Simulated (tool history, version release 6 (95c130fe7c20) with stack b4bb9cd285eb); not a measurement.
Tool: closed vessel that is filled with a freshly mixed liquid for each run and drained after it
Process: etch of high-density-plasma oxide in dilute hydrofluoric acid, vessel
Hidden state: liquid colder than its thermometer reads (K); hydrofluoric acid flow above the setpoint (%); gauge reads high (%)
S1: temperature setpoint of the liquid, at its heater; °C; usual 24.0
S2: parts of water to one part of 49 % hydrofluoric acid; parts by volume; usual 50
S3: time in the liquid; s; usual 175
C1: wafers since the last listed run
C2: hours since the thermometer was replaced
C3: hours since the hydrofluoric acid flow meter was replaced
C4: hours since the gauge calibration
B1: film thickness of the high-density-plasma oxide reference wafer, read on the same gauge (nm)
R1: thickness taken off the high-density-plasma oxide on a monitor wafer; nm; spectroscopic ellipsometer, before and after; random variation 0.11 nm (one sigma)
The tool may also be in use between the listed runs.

Run 1, hour 0.0: usual settings; C1 0; C2 1470.6; C3 1060.9; C4 670.7; B1 110.00. Result: R1 24.43 nm.
Run 2, hour 40.0: usual settings; C1 3142; C2 1510.6; C3 1100.9; C4 710.7; B1 110.01. Result: R1 24.58 nm.
Run 3, hour 89.3: usual settings; C1 3873; C2 1559.9; C3 1150.2; C4 760.0; B1 110.02. Result: R1 24.41 nm.
Run 4, hour 126.4: usual settings; C1 2914; C2 1597.0; C3 1187.3; C4 797.1; B1 110.01. Result: R1 24.51 nm.
Run 5, hour 233.4: usual settings but S1 26.0 °C; C1 8406; C2 1704.0; C3 1294.3; C4 904.1; B1 110.02. Result: R1 26.57 nm.
Run 6, hour 320.0: usual settings but S1 23.0 °C; C1 6803; C2 1790.6; C3 1380.9; C4 990.7; B1 110.04. Result: R1 23.61 nm.
Run 7, hour 414.8: usual settings but S1 23.0 °C; C1 7447; C2 1885.4; C3 1475.7; C4 1085.5; B1 109.99. Result: R1 23.42 nm.
Run 8, hour 516.9: usual settings; C1 8021; C2 1987.5; C3 1577.8; C4 1187.6; B1 110.02. Result: R1 24.39 nm.
Run 9, hour 594.8: usual settings but S1 28.5 °C, S2 35 parts by volume, S3 205 s; C1 6120; C2 2065.4; C3 1655.7; C4 1265.5; B1 110.03. Result: R1 50.17 nm.
Run 10, hour 671.1: usual settings; C1 5994; C2 2141.7; C3 1732.0; C4 1341.8; B1 110.00. Result: R1 24.49 nm.
At hour 675.9: thermometer replaced.
At hour 676.2: hydrofluoric acid flow meter replaced.
Run 11, hour 766.1: usual settings but S2 60 parts by volume, S3 130 s; C1 7359; C2 90.2; C3 89.9; C4 1436.8; B1 110.00. Result: R1 15.01 nm.
Run 12, hour 859.9: usual settings; C1 7369; C2 184.0; C3 183.7; C4 1530.6; B1 110.01. Result: R1 24.41 nm.
Run 13, hour 930.2: usual settings but S2 75 parts by volume, S3 275 s; C1 5523; C2 254.3; C3 254.0; C4 1600.9; B1 110.01. Result: R1 24.91 nm.
Run 14, hour 1032.6: usual settings but S1 28.0 °C, S2 60 parts by volume, S3 225 s; C1 8045; C2 356.7; C3 356.4; C4 1703.3; B1 110.01. Result: R1 30.28 nm.
Run 15, hour 1083.2: usual settings; C1 3975; C2 407.3; C3 407.0; C4 1753.9; B1 109.99. Result: R1 24.63 nm.
Run 16, hour 1165.8: usual settings; C1 6489; C2 489.9; C3 489.6; C4 1836.5; B1 109.98. Result: R1 24.48 nm.
Run 17, hour 1253.1: usual settings; C1 6858; C2 577.2; C3 576.9; C4 1923.8; B1 110.00. Result: R1 24.40 nm.
Run 18, hour 1311.0: usual settings but S1 22.5 °C, S3 230 s; C1 4548; C2 635.1; C3 634.8; C4 1981.7; B1 110.01. Result: R1 30.22 nm.
Run 19, hour 1370.1: usual settings but S1 25.5 °C, S2 65 parts by volume, S3 75 s; C1 4643; C2 694.2; C3 693.9; C4 2040.8; B1 110.04. Result: R1 8.38 nm.
Run 20, hour 1409.7: usual settings but S1 28.5 °C, S2 35 parts by volume, S3 125 s; C1 3111; C2 733.8; C3 733.5; C4 2080.4; B1 110.01. Result: R1 30.73 nm.
At hour 1420.5: gauge calibrated.
Run 21, hour 1497.4: usual settings but S2 30 parts by volume; C1 6890; C2 821.5; C3 821.2; C4 76.9; B1 110.01. Result: R1 41.72 nm.
Run 22, hour 1580.1: usual settings but S1 28.0 °C; C1 6497; C2 904.2; C3 903.9; C4 159.6; B1 110.02. Result: R1 28.72 nm.
Run 23, hour 1666.2: usual settings but S1 29.0 °C, S2 40 parts by volume; C1 6764; C2 990.3; C3 990.0; C4 245.7; B1 110.00. Result: R1 37.85 nm.
Run 24, hour 1720.3: usual settings but S1 28.5 °C, S3 110 s; C1 4250; C2 1044.4; C3 1044.1; C4 299.8; B1 110.00. Result: R1 18.39 nm.
Run 25, hour 1764.6: usual settings; C1 3480; C2 1088.7; C3 1088.4; C4 344.1; B1 109.99. Result: R1 24.43 nm.
Run 26, hour 1939.3: usual settings; C1 13725; C2 1263.4; C3 1263.1; C4 518.8; B1 109.98. Result: R1 24.64 nm.
Run 27, hour 2044.4: usual settings; C1 8257; C2 1368.5; C3 1368.2; C4 623.9; B1 110.02. Result: R1 24.55 nm.
At hour 2064.1: hydrofluoric acid flow meter replaced.
Run 28, hour 2149.9: usual settings but S1 22.0 °C, S2 40 parts by volume; C1 8210; C2 1474.0; C3 85.8; C4 729.4; B1 110.00. Result: R1 28.39 nm.
Run 29, hour 2221.7: usual settings; C1 5640; C2 1545.8; C3 157.6; C4 801.2; B1 109.99. Result: R1 24.59 nm.
Run 30, hour 2279.8: usual settings but S1 25.5 °C, S2 40 parts by volume, S3 235 s; C1 4564; C2 1603.9; C3 215.7; C4 859.3; B1 109.98. Result: R1 44.32 nm.
Run 31, hour 2350.7: usual settings but S1 22.5 °C, S2 40 parts by volume, S3 145 s; C1 5570; C2 1674.8; C3 286.6; C4 930.2; B1 110.00. Result: R1 24.31 nm.

The tool's hidden state at each run:
liquid colder than its thermometer reads (K): 0 in every run
hydrofluoric acid flow above the setpoint (%): 0 in every run
gauge reads high (%): 0 in every run
